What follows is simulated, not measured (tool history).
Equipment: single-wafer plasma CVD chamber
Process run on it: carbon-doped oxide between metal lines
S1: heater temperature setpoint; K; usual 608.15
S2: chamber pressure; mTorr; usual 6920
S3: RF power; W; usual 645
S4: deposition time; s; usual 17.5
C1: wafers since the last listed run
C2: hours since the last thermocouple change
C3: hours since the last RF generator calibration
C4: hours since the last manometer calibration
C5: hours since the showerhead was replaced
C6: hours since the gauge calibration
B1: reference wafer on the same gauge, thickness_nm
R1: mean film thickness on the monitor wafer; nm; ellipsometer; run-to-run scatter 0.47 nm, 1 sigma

run 1 hour=0.0 | S1=598.15 S2=6260 S3=645 S4=17.5 | C1=0 C2=669.2 C3=95.7 C4=1929.6 C5=8513.1 C6=1151.4 | B1=119.979 | R1=120.209
-- hour=28.1 capacitance manometer re-zeroed and calibrated
-- hour=66.6 showerhead replaced, of another model than before
run 2 hour=84.7 | S1=608.15 S2=5990 S3=645 S4=17.5 | C1=1583 C2=753.9 C3=180.4 C4=56.6 C5=18.1 C6=1236.1 | B1=120.049 | R1=114.861
run 3 hour=169.2 | S1=608.15 S2=5990 S3=645 S4=17.5 | C1=1948 C2=838.4 C3=264.9 C4=141.1 C5=102.6 C6=1320.6 | B1=120.100 | R1=114.121
-- hour=264.1 thermocouple changed; heater temperature recalibrated
run 4 hour=269.5 | S1=608.15 S2=5990 S3=645 S4=17.5 | C1=2128 C2=5.4 C3=365.2 C4=241.4 C5=202.9 C6=1420.9 | B1=120.029 | R1=114.536
run 5 hour=327.7 | S1=608.15 S2=6920 S3=645 S4=17.5 | C1=1341 C2=63.6 C3=423.4 C4=299.6 C5=261.1 C6=1479.1 | B1=120.045 | R1=116.473
run 6 hour=402.4 | S1=608.15 S2=6920 S3=645 S4=17.5 | C1=1722 C2=138.3 C3=498.1 C4=374.3 C5=335.8 C6=1553.8 | B1=120.105 | R1=117.377
run 7 hour=504.2 | S1=608.15 S2=6920 S3=645 S4=17.5 | C1=2347 C2=240.1 C3=599.9 C4=476.1 C5=437.6 C6=1655.6 | B1=120.012 | R1=117.022
run 8 hour=563.4 | S1=608.15 S2=6920 S3=645 S4=17.5 | C1=1364 C2=299.3 C3=659.1 C4=535.3 C5=496.8 C6=1714.8 | B1=119.953 | R1=116.455
run 9 hour=604.5 | S1=598.15 S2=6260 S3=645 S4=17.5 | C1=947 C2=340.4 C3=700.2 C4=576.4 C5=537.9 C6=1755.9 | B1=119.987 | R1=118.293
run 10 hour=711.4 | S1=608.15 S2=7910 S3=645 S4=17.5 | C1=2464 C2=447.3 C3=807.1 C4=683.3 C5=644.8 C6=1862.8 | B1=119.858 | R1=117.876
run 11 hour=805.3 | S1=599.15 S2=6300 S3=695 S4=14.1 | C1=2164 C2=541.2 C3=901.0 C4=777.2 C5=738.7 C6=1956.7 | B1=119.980 | R1=96.549
run 12 hour=879.4 | S1=608.15 S2=6920 S3=605 S4=18.7 | C1=1708 C2=615.3 C3=975.1 C4=851.3 C5=812.8 C6=2030.8 | B1=119.979 | R1=119.415
run 13 hour=941.8 | S1=603.15 S2=6920 S3=645 S4=17.5 | C1=1438 C2=677.7 C3=1037.5 C4=913.7 C5=875.2 C6=2093.2 | B1=120.038 | R1=116.025
-- hour=972.2 RF generator calibrated
run 14 hour=1041.2 | S1=608.15 S2=6920 S3=710 S4=15.8 | C1=2107 C2=777.1 C3=69.0 C4=1013.1 C5=974.6 C6=2192.6 | B1=120.016 | R1=110.211
run 15 hour=1078.2 | S1=608.15 S2=6920 S3=735 S4=17.5 | C1=853 C2=814.1 C3=106.0 C4=1050.1 C5=1011.6 C6=2229.6 | B1=119.890 | R1=124.211
-- hour=1140.0 gauge calibrated
-- hour=1160.5 thermocouple changed; heater temperature recalibrated
run 16 hour=1172.3 | S1=614.15 S2=6920 S3=570 S4=17.5 | C1=1985 C2=11.8 C3=200.1 C4=1144.2 C5=1105.7 C6=32.3 | B1=120.019 | R1=109.918
run 17 hour=1253.2 | S1=598.15 S2=6920 S3=645 S4=19.2 | C1=1865 C2=92.7 C3=281.0 C4=1225.1 C5=1186.6 C6=113.2 | B1=120.004 | R1=132.166
run 18 hour=1312.9 | S1=608.15 S2=6920 S3=575 S4=20.7 | C1=1376 C2=152.4 C3=340.7 C4=1284.8 C5=1246.3 C6=172.9 | B1=119.934 | R1=133.161
run 19 hour=1412.9 | S1=608.15 S2=6920 S3=645 S4=14.1 | C1=2305 C2=252.4 C3=440.7 C4=1384.8 C5=1346.3 C6=272.9 | B1=119.905 | R1=94.781
run 20 hour=1454.1 | S1=620.15 S2=7380 S3=770 S4=14.5 | C1=949 C2=293.6 C3=481.9 C4=1426.0 C5=1387.5 C6=314.1 | B1=120.012 | R1=100.379
run 21 hour=1552.8 | S1=608.15 S2=6920 S3=765 S4=20.1 | C1=2275 C2=392.3 C3=580.6 C4=1524.7 C5=1486.2 C6=412.8 | B1=119.960 | R1=141.154
run 22 hour=1640.8 | S1=613.15 S2=6160 S3=645 S4=15.2 | C1=2028 C2=480.3 C3=668.6 C4=1612.7 C5=1574.2 C6=500.8 | B1=120.055 | R1=98.568
run 23 hour=1689.5 | S1=608.15 S2=8440 S3=645 S4=17.5 | C1=1122 C2=529.0 C3=717.3 C4=1661.4 C5=1622.9 C6=549.5 | B1=120.072 | R1=118.173
run 24 hour=1770.2 | S1=617.15 S2=6920 S3=690 S4=14.7 | C1=1860 C2=609.7 C3=798.0 C4=1742.1 C5=1703.6 C6=630.2 | B1=120.050 | R1=98.054
run 25 hour=1828.0 | S1=608.15 S2=6920 S3=645 S4=17.5 | C1=1332 C2=667.5 C3=855.8 C4=1799.9 C5=1761.4 C6=688.0 | B1=120.123 | R1=115.426
run 26 hour=1865.4 | S1=608.15 S2=6920 S3=645 S4=17.5 | C1=862 C2=704.9 C3=893.2 C4=1837.3 C5=1798.8 C6=725.4 | B1=119.968 | R1=114.524
-- hour=1886.7 RF generator calibrated
run 27 hour=1937.8 | S1=608.15 S2=6920 S3=645 S4=17.5 | C1=1484 C2=777.3 C3=51.1 C4=1909.7 C5=1871.2 C6=797.8 | B1=119.998 | R1=117.090

Forecast each of these 5 alternatives for the next run:
run A hour=1938.2 | S1=616.15 S2=6920 S3=645 S4=17.5 | C1=9 C2=777.7 C3=51.5 C4=1910.1 C5=1871.6 C6=798.2 | B1=? | R1=?
run B hour=1938.2 | S1=595.15 S2=6920 S3=645 S4=19.1 | C1=9 C2=777.7 C3=51.5 C4=1910.1 C5=1871.6 C6=798.2 | B1=? | R1=?
run C hour=1938.2 | S1=620.15 S2=6920 S3=645 S4=17.5 | C1=9 C2=777.7 C3=51.5 C4=1910.1 C5=1871.6 C6=798.2 | B1=? | R1=?
run D hour=1938.2 | S1=608.15 S2=6120 S3=645 S4=17.5 | C1=9 C2=777.7 C3=51.5 C4=1910.1 C5=1871.6 C6=798.2 | B1=? | R1=?
run E hour=1938.2 | S1=608.15 S2=6920 S3=695 S4=17.5 | C1=9 C2=777.7 C3=51.5 C4=1910.1 C5=1871.6 C6=798.2 | B1=? | R1=?

run=A B1=120.008 R1=115.043
run=B B1=120.008 R1=133.492
run=C B1=120.008 R1=113.836
run=D B1=120.008 R1=115.647
run=E B1=120.008 R1=120.748
With the hidden condition removed and each run's random variation left untouched, the same runs would have given:
run=A R1=115.284
run=B R1=133.772
run=C R1=114.074
run=D R1=115.889
run=E R1=120.995

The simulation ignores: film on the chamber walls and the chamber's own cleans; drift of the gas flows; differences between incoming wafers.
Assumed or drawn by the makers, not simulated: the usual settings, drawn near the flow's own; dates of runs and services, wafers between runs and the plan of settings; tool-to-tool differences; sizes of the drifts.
